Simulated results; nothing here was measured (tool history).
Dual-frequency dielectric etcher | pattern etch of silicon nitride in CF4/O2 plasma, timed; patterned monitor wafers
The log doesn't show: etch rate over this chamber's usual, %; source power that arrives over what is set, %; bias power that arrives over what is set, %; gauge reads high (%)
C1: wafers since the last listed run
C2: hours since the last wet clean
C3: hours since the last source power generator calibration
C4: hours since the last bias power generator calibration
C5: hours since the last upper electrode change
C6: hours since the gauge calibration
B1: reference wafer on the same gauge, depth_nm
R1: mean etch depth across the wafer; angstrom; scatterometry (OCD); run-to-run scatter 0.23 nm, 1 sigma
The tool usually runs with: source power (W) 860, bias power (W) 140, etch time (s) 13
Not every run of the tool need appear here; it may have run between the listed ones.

run 1 hour=0 | source_power_(W)=860 bias_power_(W)=140 etch_time_(s)=13 | C1=0 C2=346.4 C3=3155.8 C4=1161.2 C5=1017.7 C6=838 | B1=39.05 | R1=359.8
-- hour=216.8 wet clean of the chamber
run 2 hour=302.8 | source_power_(W)=860 bias_power_(W)=140 etch_time_(s)=13 | C1=4806 C2=86 C3=3458.6 C4=1464 C5=1320.5 C6=1140.8 | B1=38.86 | R1=351.9
run 3 hour=361.2 | source_power_(W)=860 bias_power_(W)=140 etch_time_(s)=13 | C1=1006 C2=144.4 C3=3517 C4=1522.4 C5=1378.9 C6=1199.2 | B1=38.75 | R1=356.3
run 4 hour=426.4 | source_power_(W)=860 bias_power_(W)=140 etch_time_(s)=13 | C1=1124 C2=209.6 C3=3582.2 C4=1587.6 C5=1444.1 C6=1264.4 | B1=38.74 | R1=351.7
run 5 hour=513.7 | source_power_(W)=860 bias_power_(W)=140 etch_time_(s)=13 | C1=1505 C2=296.9 C3=3669.5 C4=1674.9 C5=1531.4 C6=1351.7 | B1=38.69 | R1=352.4
run 6 hour=571.2 | source_power_(W)=860 bias_power_(W)=140 etch_time_(s)=15 | C1=991 C2=354.4 C3=3727 C4=1732.4 C5=1588.9 C6=1409.2 | B1=38.57 | R1=407.4
run 7 hour=629 | source_power_(W)=860 bias_power_(W)=140 etch_time_(s)=15 | C1=996 C2=412.2 C3=3784.8 C4=1790.2 C5=1646.7 C6=1467 | B1=38.54 | R1=405.4
-- hour=668 gauge calibrated
run 8 hour=713.7 | source_power_(W)=860 bias_power_(W)=140 etch_time_(s)=15 | C1=1460 C2=496.9 C3=3869.5 C4=1874.9 C5=1731.4 C6=45.7 | B1=39.45 | R1=417.6
run 9 hour=769.4 | source_power_(W)=860 bias_power_(W)=140 etch_time_(s)=13 | C1=960 C2=552.6 C3=3925.2 C4=1930.6 C5=1787.1 C6=101.4 | B1=39.41 | R1=361.2
-- hour=835.1 wet clean of the chamber
run 10 hour=846.6 | source_power_(W)=860 bias_power_(W)=140 etch_time_(s)=13 | C1=917 C2=11.5 C3=4002.4 C4=2007.8 C5=1864.3 C6=178.6 | B1=39.54 | R1=362.7
run 11 hour=888.5 | source_power_(W)=860 bias_power_(W)=140 etch_time_(s)=13 | C1=722 C2=53.4 C3=4044.3 C4=2049.7 C5=1906.2 C6=220.5 | B1=39.48 | R1=356.5
run 12 hour=937.5 | source_power_(W)=860 bias_power_(W)=140 etch_time_(s)=13 | C1=844 C2=102.4 C3=4093.3 C4=2098.7 C5=1955.2 C6=269.5 | B1=39.43 | R1=358.8
run 13 hour=978 | source_power_(W)=860 bias_power_(W)=140 etch_time_(s)=13 | C1=698 C2=142.9 C3=4133.8 C4=2139.2 C5=1995.7 C6=310 | B1=39.42 | R1=360.9
run 14 hour=1030.6 | source_power_(W)=860 bias_power_(W)=140 etch_time_(s)=13 | C1=906 C2=195.5 C3=4186.4 C4=2191.8 C5=2048.3 C6=362.6 | B1=39.46 | R1=358.1
-- hour=1202.7 upper electrode replaced
run 15 hour=1264.8 | source_power_(W)=860 bias_power_(W)=140 etch_time_(s)=13 | C1=3624 C2=429.7 C3=4420.6 C4=2426 C5=62.1 C6=596.8 | B1=39.27 | R1=359.3
run 16 hour=1307.5 | source_power_(W)=980 bias_power_(W)=117 etch_time_(s)=16 | C1=736 C2=472.4 C3=4463.3 C4=2468.7 C5=104.8 C6=639.5 | B1=39.34 | R1=491.3
-- hour=1320 source power generator calibrated
-- hour=1387.7 wet clean of the chamber
run 17 hour=1388.2 | source_power_(W)=1030 bias_power_(W)=175 etch_time_(s)=14.5 | C1=908 C2=0.5 C3=68.2 C4=2549.4 C5=185.5 C6=720.2 | B1=39.28 | R1=498.2
run 18 hour=1436.2 | source_power_(W)=860 bias_power_(W)=140 etch_time_(s)=13 | C1=827 C2=48.5 C3=116.2 C4=2597.4 C5=233.5 C6=768.2 | B1=39.23 | R1=358.7
run 19 hour=1504.4 | source_power_(W)=860 bias_power_(W)=140 etch_time_(s)=13 | C1=1175 C2=116.7 C3=184.4 C4=2665.6 C5=301.7 C6=836.4 | B1=39.22 | R1=357.9
-- hour=1519 bias power generator calibrated
run 20 hour=1548.5 | source_power_(W)=680 bias_power_(W)=116 etch_time_(s)=17 | C1=691 C2=160.8 C3=228.5 C4=29.5 C5=345.8 C6=880.5 | B1=39.11 | R1=353.3
run 21 hour=1594.6 | source_power_(W)=1060 bias_power_(W)=118 etch_time_(s)=15.5 | C1=794 C2=206.9 C3=274.6 C4=75.6 C5=391.9 C6=926.6 | B1=39.22 | R1=506.8
run 22 hour=1672.1 | source_power_(W)=860 bias_power_(W)=140 etch_time_(s)=13 | C1=1336 C2=284.4 C3=352.1 C4=153.1 C5=469.4 C6=1004.1 | B1=39.03 | R1=358.6
run 23 hour=1777 | source_power_(W)=860 bias_power_(W)=140 etch_time_(s)=11.5 | C1=1808 C2=389.3 C3=457 C4=258 C5=574.3 C6=1109 | B1=39.07 | R1=316.2

What will run 24 give?
run 24 hour=1966.4 | source_power_(W)=1080 bias_power_(W)=170 etch_time_(s)=9.5 | C1=3265 C2=578.7 C3=646.4 C4=447.4 C5=763.7 C6=1298.4 | B1=? | R1=?

B1: 38.76
R1: 339.9 angstrom
Were there no unlogged condition in the tool, this run, its random variation unchanged, would have produced R1 346.2 angstrom.
